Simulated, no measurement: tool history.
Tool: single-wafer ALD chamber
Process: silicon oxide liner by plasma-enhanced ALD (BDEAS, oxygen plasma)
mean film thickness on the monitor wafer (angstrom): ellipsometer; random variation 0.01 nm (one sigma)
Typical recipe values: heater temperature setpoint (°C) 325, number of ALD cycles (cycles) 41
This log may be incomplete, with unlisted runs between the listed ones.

| run | hour | heater temperature setpoint (°C) | number of ALD cycles (cycles) | read-back reference wafer on the same gauge, thickness_nm | mean film thickness on the monitor wafer (angstrom) |
|---|---|---|---|---|---|
| 1 | 0 | 316 | 39 | 4.266 | 39.27 |
| 2 | 8.4 | 316 | 39 | 4.261 | 39.36 |
| 3 | 24.5 | 316 | 39 | 4.261 | 39.32 |
| 4 | 36.8 | 325 | 41 | 4.259 | 40.62 |
| 5 | 45.1 | 325 | 41 | 4.257 | 40.95 |
| 6 | 53.5 | 318 | 45 | 4.255 | 45.07 |
| 7 | 89.1 | 318 | 45 | 4.252 | 45.19 |
| 8 | 98.9 | 318 | 45 | 4.253 | 45.2 |
| 9 | 110.3 | 325 | 41 | 4.253 | 40.76 |
| 10 | 125.8 | 325 | 41 | 4.25 | 40.8 |
| 11 | 134.2 | 325 | 43 | 4.25 | 42.71 |
| 12 | 147.2 | 325 | 43 | 4.251 | 42.7 |
| 13 | 153.9 | 325 | 44 | 4.25 | 43.82 |
| 14 | 165.8 | 325 | 44 | 4.249 | 43.79 |
| 15 | 218.6 | 325 | 44 | 4.248 | 43.71 |
|  | 226 | gauge calibrated |
| 16 | 235.9 | 331 | 41 | 4.295 | 41.11 |
| 17 | 242.4 | 335 | 41 | 4.294 | 40.72 |
| 18 | 252.2 | 335 | 41 | 4.29 | 40.7 |
| 19 | 267.3 | 335 | 41 | 4.285 | 40.6 |
| 20 | 284.3 | 313 | 41 | 4.276 | 41.51 |
| 21 | 292.5 | 310 | 44 | 4.274 | 44.75 |
| 22 | 299.9 | 325 | 41 | 4.274 | 41.07 |
| 23 | 309.8 | 325 | 47 | 4.27 | 46.72 |
| 24 | 323.1 | 335 | 41 | 4.265 | 40.45 |
| 25 | 335.4 | 337 | 33 | 4.262 | 32.26 |
|  | 355.6 | thermocouple changed; heater temperature recalibrated |
| 26 | 356.1 | 325 | 41 | 4.259 | 40.95 |
| 27 | 363.8 | 321 | 36 | 4.258 | 36.06 |
| 28 | 379.9 | 317 | 35 | 4.257 | 35.25 |
| 29 | 390.6 | 318 | 43 | 4.254 | 43.28 |
| 30 | 399.4 | 338 | 45 | 4.253 | 43.93 |
| 31 | 409.3 | 334 | 41 | 4.251 | 40.32 |
| 32 | 424.9 | 325 | 41 | 4.252 | 40.81 |
| 33 | 442.6 | 325 | 41 | 4.251 | 40.69 |
| 34 | 454.5 | 319 | 38 | 4.252 | 37.97 |
| 35 | 464.6 | 333 | 41 | 4.25 | 40.35 |
| 36 | 474.1 | 318 | 45 | 4.248 | 45.13 |
| 37 | 486.2 | 325 | 37 | 4.249 | 36.86 |
| 38 | 502.6 | 325 | 48 | 4.247 | 47.79 |

4 ways to go on from here, each from the tool as it stands after run 38. What would each give?
| A | 503.1 | 325 | 41 | ? | ? |
| B | 503.1 | 315 | 46 | ? | ? |
| C | 503.1 | 325 | 45 | ? | ? |
| D | 503.1 | 339 | 45 | ? | ? |

| run | read-back reference wafer on the same gauge, thickness_nm | mean film thickness on the monitor wafer (angstrom) |
|---|---|---|
| A | 4.246 | 40.77 |
| B | 4.246 | 46.32 |
| C | 4.246 | 44.74 |
| D | 4.246 | 43.95 |
Without the tool's hidden state the same runs would have given:
| run | mean film thickness on the monitor wafer (angstrom) |
|---|---|
| A | 41.27 |
| B | 46.9 |
| C | 45.3 |
| D | 44.49 |
